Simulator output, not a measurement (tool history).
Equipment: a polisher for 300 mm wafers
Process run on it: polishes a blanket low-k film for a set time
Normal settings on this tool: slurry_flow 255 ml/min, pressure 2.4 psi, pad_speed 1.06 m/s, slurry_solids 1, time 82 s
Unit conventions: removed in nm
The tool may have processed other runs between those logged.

run	hour	slurry_flow	pressure	pad_speed	slurry_solids	time	wafers since the last listed run	wafers polished on this pad	hours since the slurry nozzle was cleaned	hours since the head pressure was calibrated	hours since the slurry blender was calibrated	hours since the conditioning disc was replaced	incoming thickness of the incoming film, nm	removed
1	0	255	2.4	1.06	1	82	0	1183	222	632.5	141.2	152.7	650.7	32.1
2	19.9	255	2.4	1.34	1	82	160	1344	241.9	652.4	161.1	172.6	656.6	37.5
# hour 33.3: worn pad replaced by a new one
3	42.1	325	2.4	1.06	1	82	146	70	264.1	674.6	183.3	194.8	660.2	31.8
4	59.6	325	2.4	1.06	1	82	140	211	281.6	692.1	200.8	212.3	665.9	31.6
5	119.8	255	2.2	1.06	1	82	484	695	341.8	752.3	261	272.5	647.8	28.3
6	151.9	255	2.2	1.06	1	82	258	954	373.9	784.4	293.1	304.6	655.6	27.2
# hour 158.9: slurry nozzle cleaned
7	170	255	2.2	1.06	1	82	137	1091	11.1	802.5	311.2	322.7	658.5	27.2
# hour 182.1: conditioning disc replaced and pad reconditioned
8	189.3	300	2.8	1.32	1	82	139	1230	30.4	821.8	330.5	7.2	650.3	45
# hour 208.4: worn pad replaced by a new one
9	215.9	320	3	1.4	1	101	181	60	57	848.4	357.1	33.8	655.8	61.8
# hour 233.5: slurry blender recalibrated
# hour 238.4: head pressure recalibrated
10	298.9	300	2.8	1.32	1	82	635	695	140	60.5	65.4	116.8	664.2	48
11	332.9	255	2.4	0.74	1.25	82	273	969	174	94.5	99.4	150.8	659.9	29.3
# hour 363.3: worn pad replaced by a new one
12	363.8	290	1.9	1.06	0.85	82	216	4	204.9	125.4	130.3	181.7	660.1	27.4
13	386	190	2.4	1.4	1	82	178	182	227.1	147.6	152.5	203.9	661.5	39.9
14	418.3	285	2.4	1.28	1	82	259	442	259.4	179.9	184.8	236.2	674.2	39.4
15	446.6	230	2.9	1.06	0.8	61	227	670	287.7	208.2	213.1	264.5	649.7	26.6

Forecast each of these 3 alternatives for the next run:
A	447.1	255	2.4	0.84	1	82	4	674	288.2	208.7	213.6	265	665.5	?
B	447.1	170	1.7	0.88	0.8	82	4	674	288.2	208.7	213.6	265	665.5	?
C	447.1	255	2.9	0.9	1	70	4	674	288.2	208.7	213.6	265	665.5	?

run	removed
A	27.9
B	18.8
C	29.3
With the hidden condition removed and each run's random variation left untouched, the same runs would have given:
run	removed
A	30.2
B	20.2
C	32.2
